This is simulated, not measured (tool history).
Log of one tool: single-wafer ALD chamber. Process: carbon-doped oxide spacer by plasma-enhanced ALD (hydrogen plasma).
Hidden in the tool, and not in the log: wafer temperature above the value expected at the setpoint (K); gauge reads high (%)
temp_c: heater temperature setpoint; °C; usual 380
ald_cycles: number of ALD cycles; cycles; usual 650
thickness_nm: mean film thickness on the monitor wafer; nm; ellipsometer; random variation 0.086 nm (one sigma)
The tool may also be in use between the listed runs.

run,hour,temp_c,ald_cycles,wafers since the last listed run,hours since the last thermocouple change,hours since the gauge calibration,"read-back reference wafer on the same gauge, thickness_nm",thickness_nm
1,0,380,594,0,1304.8,248.1,30.739,30.859
2,17.4,380,650,12,1322.2,265.5,30.745,33.686
3,31.9,380,650,10,1336.7,280,30.753,33.866
4,44.3,380,650,9,1349.1,292.4,30.708,33.797
5,74.9,380,650,22,1379.7,323,30.721,33.782
6,81.8,380,650,5,1386.6,329.9,30.744,33.774
7,94.4,380,650,9,1399.2,342.5,30.732,33.603
8,118,380,650,17,1422.8,366.1,30.706,33.611
# hour 131.1: gauge calibrated
9,132.1,380,693,10,1436.9,1,31.171,36.495
10,139.4,380,650,5,1444.2,8.3,31.119,34.231
11,146.4,380,650,5,1451.2,15.3,31.1,34.088
12,155.7,380,650,6,1460.5,24.6,31.06,34.035
13,173.7,380,650,13,1478.5,42.6,31.046,33.958
14,185.6,376,650,8,1490.4,54.5,31.022,34.008
15,200.9,376,650,11,1505.7,69.8,30.966,34.079
16,210,371,650,6,1514.8,78.9,30.921,33.97
17,222.8,386,650,9,1527.6,91.7,30.937,33.81
18,229.2,370,650,4,1534,98.1,30.901,33.899

Run 19 comes next. What will it give?
19,238.4,394,699,6,1543.2,107.3,?,?

Run 19 gave read-back reference wafer on the same gauge, thickness_nm 30.884, thickness_nm 36.394 nm.
Without the tool's hidden state the same run would have given thickness_nm 36.755 nm.
